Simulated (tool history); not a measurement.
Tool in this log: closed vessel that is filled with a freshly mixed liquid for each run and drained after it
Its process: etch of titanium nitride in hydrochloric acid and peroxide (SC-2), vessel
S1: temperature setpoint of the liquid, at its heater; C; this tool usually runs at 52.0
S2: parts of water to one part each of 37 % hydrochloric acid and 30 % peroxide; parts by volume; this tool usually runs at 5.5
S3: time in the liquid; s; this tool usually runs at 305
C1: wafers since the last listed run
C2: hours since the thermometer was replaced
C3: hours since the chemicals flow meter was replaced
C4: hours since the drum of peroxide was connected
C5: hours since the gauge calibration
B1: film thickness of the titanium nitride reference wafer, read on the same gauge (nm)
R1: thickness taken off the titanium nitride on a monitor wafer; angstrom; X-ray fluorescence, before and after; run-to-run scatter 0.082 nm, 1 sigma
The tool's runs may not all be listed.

run	hour	S1	S2	S3	C1	C2	C3	C4	C5	B1	R1
1	0.0	52.0	5.5	305	0	1396.9	1657.2	1250.6	663.6	140.00	213.9
2	33.4	52.0	5.5	355	3220	1430.3	1690.6	1284.0	697.0	139.99	248.1
3	97.4	52.0	5.5	355	6171	1494.3	1754.6	1348.0	761.0	140.01	248.4
# hour 126.4: thermometer replaced
# hour 135.0: new drum of peroxide connected
4	153.3	48.5	5.5	305	5197	26.9	1810.5	18.3	816.9	140.00	169.6
5	218.5	48.5	5.5	305	6287	92.1	1875.7	83.5	882.1	139.98	170.4
6	273.6	48.5	5.5	305	5313	147.2	1930.8	138.6	937.2	139.98	170.3
7	317.3	52.0	5.5	380	4214	190.9	1974.5	182.3	980.9	140.03	268.2
8	386.8	52.0	5.5	380	6702	260.4	2044.0	251.8	1050.4	140.00	267.0
9	427.2	52.0	5.5	305	3896	300.8	2084.4	292.2	1090.8	140.00	214.0
# hour 456.5: gauge calibrated
10	462.3	52.0	5.5	225	3384	335.9	2119.5	327.3	5.8	140.06	157.8
11	522.8	52.0	5.5	305	5834	396.4	2180.0	387.8	66.3	139.99	214.5
12	561.2	52.0	5.5	305	3703	434.8	2218.4	426.2	104.7	140.02	213.9
13	616.9	61.5	4.0	305	5371	490.5	2274.1	481.9	160.4	140.00	487.2
14	683.3	55.0	7.5	305	6403	556.9	2340.5	548.3	226.8	139.98	206.3
15	714.0	52.0	5.5	305	2960	587.6	2371.2	579.0	257.5	140.03	214.8
16	770.9	60.5	8.5	305	5487	644.5	2428.1	635.9	314.4	139.98	262.7
17	804.2	55.5	5.5	425	3211	677.8	2461.4	669.2	347.7	140.00	374.5
18	841.8	49.0	7.5	245	3625	715.4	2499.0	706.8	385.3	140.00	111.2
19	874.1	57.0	4.0	350	3114	747.7	2531.3	739.1	417.6	140.02	427.6
20	914.3	57.0	5.5	370	3876	787.9	2571.5	779.3	457.8	139.99	361.0
# hour 956.4: chemicals flow meter replaced
21	977.4	52.0	5.5	150	5988	851.0	21.0	842.4	520.9	140.00	105.7
22	1018.1	52.0	5.5	305	3924	891.7	61.7	883.1	561.6	139.98	214.9
23	1061.6	61.0	5.5	305	4194	935.2	105.2	926.6	605.1	140.01	383.5
24	1104.1	58.5	4.0	230	4098	977.7	147.7	969.1	647.6	139.98	307.2
25	1175.7	52.0	5.5	420	6904	1049.3	219.3	1040.7	719.2	139.97	294.8
26	1210.8	52.0	5.5	305	3384	1084.4	254.4	1075.8	754.3	139.99	214.0
27	1263.5	52.0	5.5	305	5082	1137.1	307.1	1128.5	807.0	139.99	214.0
28	1311.9	49.5	4.5	470	4667	1185.5	355.5	1176.9	855.4	140.00	322.2
29	1367.6	52.0	4.0	305	5371	1241.2	411.2	1232.6	911.1	139.99	266.8

Run-by-run hidden state of the tool:
liquid colder than its thermometer reads (K): 0 in every run
chemicals flow below the setpoint (%): 0 in every run
peroxide weaker than its label (%): 0 in every run
gauge reads high (%): 0 in every run
